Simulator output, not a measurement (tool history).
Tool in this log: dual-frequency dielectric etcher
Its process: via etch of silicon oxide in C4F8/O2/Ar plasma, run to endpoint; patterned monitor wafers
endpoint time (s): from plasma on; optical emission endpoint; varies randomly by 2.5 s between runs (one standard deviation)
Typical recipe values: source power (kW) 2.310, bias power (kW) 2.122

| run | hour | source power (kW) | bias power (kW) | incoming incoming film thickness, nm | endpoint time (s) |
|---|---|---|---|---|---|
| 1 | 0.0 | 2.310 | 2.122 | 2016.4 | 376.5 |
| 2 | 15.5 | 2.310 | 1.956 | 2009.9 | 392.1 |
| 3 | 48.8 | 2.310 | 1.956 | 2015.0 | 392.7 |
| 4 | 61.0 | 2.310 | 2.122 | 2026.5 | 375.4 |
| 5 | 89.3 | 2.630 | 1.787 | 2037.0 | 385.8 |
|  | 124.7 | wet clean of the chamber |
|  | 134.8 | upper electrode replaced |
| 6 | 135.3 | 2.630 | 1.787 | 2019.2 | 394.8 |
| 7 | 135.7 | 2.630 | 1.787 | 2026.6 | 394.2 |
| 8 | 151.8 | 1.780 | 2.612 | 2033.9 | 401.6 |

Expected results for the next run?
| 9 | 186.3 | 2.810 | 1.865 | 2022.9 | ? |

Run 9 yielded endpoint time (s) 373.8.
Had the tool carried no hidden state, the very same run would have given endpoint time (s) 375.4.

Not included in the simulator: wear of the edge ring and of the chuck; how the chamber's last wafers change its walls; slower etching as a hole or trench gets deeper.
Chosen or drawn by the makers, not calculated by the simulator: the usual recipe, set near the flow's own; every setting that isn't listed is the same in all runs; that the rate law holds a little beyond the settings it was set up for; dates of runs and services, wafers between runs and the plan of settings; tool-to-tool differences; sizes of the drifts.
